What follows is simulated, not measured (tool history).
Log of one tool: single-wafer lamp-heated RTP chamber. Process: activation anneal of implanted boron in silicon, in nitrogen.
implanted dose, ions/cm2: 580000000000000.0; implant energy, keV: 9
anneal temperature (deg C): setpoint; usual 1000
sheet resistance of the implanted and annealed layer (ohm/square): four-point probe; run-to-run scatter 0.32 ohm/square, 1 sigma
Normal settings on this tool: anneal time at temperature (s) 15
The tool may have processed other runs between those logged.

run	hour	anneal temperature (deg C)	anneal time at temperature (s)	wafers since the last listed run	wafers since the last pyrometer calibration	wafers since the reflector plate was cleaned	hours since the gauge calibration	read-back reference wafer on the same gauge, sheet resistance	sheet resistance of the implanted and annealed layer (ohm/square)
1	0.0	1000	15	0	10619	14344	2920.2	221.03	204.09
2	63.9	1000	15	1321	11940	15665	2984.1	221.01	203.39
# hour 121.4: reflector plate cleaned
3	123.7	1000	8	1070	13010	46	3043.9	221.04	205.36
# hour 150.5: pyrometer window cleaned and pyrometer calibrated
4	173.1	1000	15	855	467	902	3093.3	220.92	206.01
5	253.6	1000	15	1664	2132	2566	3173.8	220.97	205.30
6	310.7	1000	15	1180	3312	3747	3230.9	220.99	206.04
7	409.9	1000	9	2050	5363	5797	3330.1	221.02	205.85
8	471.2	1000	18	1267	6630	7065	3391.4	221.01	204.74
9	551.4	1000	18	1657	8288	8723	3471.6	221.02	203.49
10	646.1	1000	18	1957	10246	10680	3566.3	221.01	203.98
11	696.4	992	8	1039	11285	11720	3616.6	221.02	206.44
12	788.8	992	8	1910	13196	13630	3709.0	221.00	205.43
# hour 864.2: reflector plate cleaned
13	879.2	1000	15	1703	14899	309	3799.4	221.05	204.91
# hour 966.4: pyrometer window cleaned and pyrometer calibrated
14	978.7	1000	15	1891	254	2200	3898.9	221.03	206.37
15	1068.7	1000	11	1860	2114	4061	3988.9	221.03	206.42
16	1128.9	978	15	1244	3359	5305	4049.1	221.03	213.30
17	1198.9	1000	20	1447	4806	6752	4119.1	221.02	204.15
18	1284.9	1000	15	1777	6584	8530	4205.1	220.97	204.77
19	1365.5	984	20	1666	8250	10197	4285.7	220.98	206.79
# hour 1402.2: gauge calibrated
20	1421.9	1022	21	1165	9416	11363	19.7	220.93	201.61
# hour 1647.9: reflector plate cleaned
21	1648.4	1025	10	4517	13933	10	246.2	220.94	203.83
# hour 1678.6: pyrometer window cleaned and pyrometer calibrated
22	1740.1	990	23	1730	1271	1741	337.9	221.04	207.06
23	1840.2	981	21	2069	3340	3810	438.0	221.10	209.74
24	1896.7	1000	15	1168	4508	4978	494.5	221.05	205.03
25	1966.6	1029	23	1445	5953	6423	564.4	221.10	201.43
26	2052.8	1000	15	1782	7735	8205	650.6	221.05	204.20
27	2116.8	1009	24	1323	9059	9528	714.6	221.11	202.61
28	2192.9	1000	15	1573	10632	11102	790.7	220.97	204.02
29	2251.7	1000	15	1215	11847	12317	849.5	220.99	204.64
30	2347.7	1000	15	1984	13832	14302	945.5	221.03	203.59
# hour 2374.4: reflector plate cleaned
# hour 2395.6: pyrometer window cleaned and pyrometer calibrated
31	2396.7	1022	18	682	23	296	994.5	220.96	203.11
32	2473.2	1024	11	1581	1604	1877	1071.0	221.07	204.06
33	2516.9	991	18	903	2507	2781	1114.7	220.98	207.84
34	2778.0	1020	15	5397	7905	8178	1375.8	220.99	202.97
35	2832.5	1000	15	1126	9032	9305	1430.3	220.99	204.56
36	2925.2	986	15	1916	10948	11221	1523.0	221.03	206.84

4 ways to go on from here, each from the tool as it stands after run 36. What would each give?
A	2925.6	974	15	8	10956	11230	1523.4	?	?
B	2925.6	1010	19	8	10956	11230	1523.4	?	?
C	2925.6	979	15	8	10956	11230	1523.4	?	?
D	2925.6	1025	23	8	10956	11230	1523.4	?	?

run	read-back reference wafer on the same gauge, sheet resistance	sheet resistance of the implanted and annealed layer (ohm/square)
A	220.94	210.78
B	220.94	203.12
C	220.94	208.71
D	220.94	201.66
Without the tool's hidden state the same runs would have given:
run	sheet resistance of the implanted and annealed layer (ohm/square)
A	221.02
B	204.47
C	216.76
D	202.63

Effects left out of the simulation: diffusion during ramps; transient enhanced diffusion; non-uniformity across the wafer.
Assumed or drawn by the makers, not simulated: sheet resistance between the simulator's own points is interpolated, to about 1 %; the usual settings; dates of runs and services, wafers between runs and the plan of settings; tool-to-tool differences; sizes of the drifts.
